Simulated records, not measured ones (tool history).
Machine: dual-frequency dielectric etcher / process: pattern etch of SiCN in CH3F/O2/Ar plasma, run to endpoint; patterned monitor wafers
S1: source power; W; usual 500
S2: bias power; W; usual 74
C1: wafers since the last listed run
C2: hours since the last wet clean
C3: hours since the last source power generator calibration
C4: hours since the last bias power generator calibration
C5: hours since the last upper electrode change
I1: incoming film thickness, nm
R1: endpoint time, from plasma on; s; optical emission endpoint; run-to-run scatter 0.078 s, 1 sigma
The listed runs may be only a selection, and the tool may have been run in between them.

run	day	S1	S2	C1	C2	C3	C4	C5	I1	R1
1	0.000	450	80	0	371.5	4548.8	929.7	4215.0	9.73	28.6
# day 2.950: wet clean of the chamber
2	3.267	450	80	515	7.6	4627.2	1008.1	4293.4	9.79	27.8
3	4.858	410	74	361	45.8	4665.4	1046.3	4331.6	9.86	30.9
4	8.321	410	74	787	128.9	4748.5	1129.4	4414.7	9.81	30.9
5	12.225	410	74	887	222.6	4842.2	1223.1	4508.4	9.77	31.0
# day 13.483: upper electrode replaced
6	13.933	500	74	161	263.6	4883.2	1264.1	10.8	9.81	27.5
# day 16.629: bias power generator calibrated
7	16.779	500	74	609	331.9	4951.5	3.6	79.1	9.88	27.3
8	19.654	500	74	653	400.9	5020.5	72.6	148.1	9.79	27.2
# day 21.554: source power generator calibrated
# day 21.812: wet clean of the chamber
9	21.833	550	62	398	0.5	6.7	124.9	200.4	9.92	27.3
10	23.225	500	80	316	33.9	40.1	158.3	233.8	9.78	25.6
11	25.979	400	82	626	100.0	106.2	224.4	299.9	9.75	29.7
12	27.750	550	62	402	142.5	148.7	266.9	342.4	9.84	27.4
13	29.642	500	74	430	187.9	194.1	312.3	387.8	9.81	27.1
14	31.221	460	86	359	225.8	232.0	350.2	425.7	9.87	27.1
15	34.492	380	74	743	304.3	310.5	428.7	504.2	9.82	33.0

For some of the steps in R1 from one run to the next: how much would appear even if the tool had no hidden state, given the settings, what came in and random variation, and how much remains for the hidden state plus any gauge scatter that the measured result and the result without hidden state don't share?
Hidden state present: etch rate over this chamber's usual, %; source power that arrives over what is set, %; bias power that arrives over what is set, %.
Run 1 -> 2: wet clean of the chamber. R1 -0.8 s: hidden state -1.0, all else +0.2.
Run 14 -> 15: S1 460 -> 380, S2 86 -> 74. R1 +5.9 s: hidden state +0.5, all else +5.4.

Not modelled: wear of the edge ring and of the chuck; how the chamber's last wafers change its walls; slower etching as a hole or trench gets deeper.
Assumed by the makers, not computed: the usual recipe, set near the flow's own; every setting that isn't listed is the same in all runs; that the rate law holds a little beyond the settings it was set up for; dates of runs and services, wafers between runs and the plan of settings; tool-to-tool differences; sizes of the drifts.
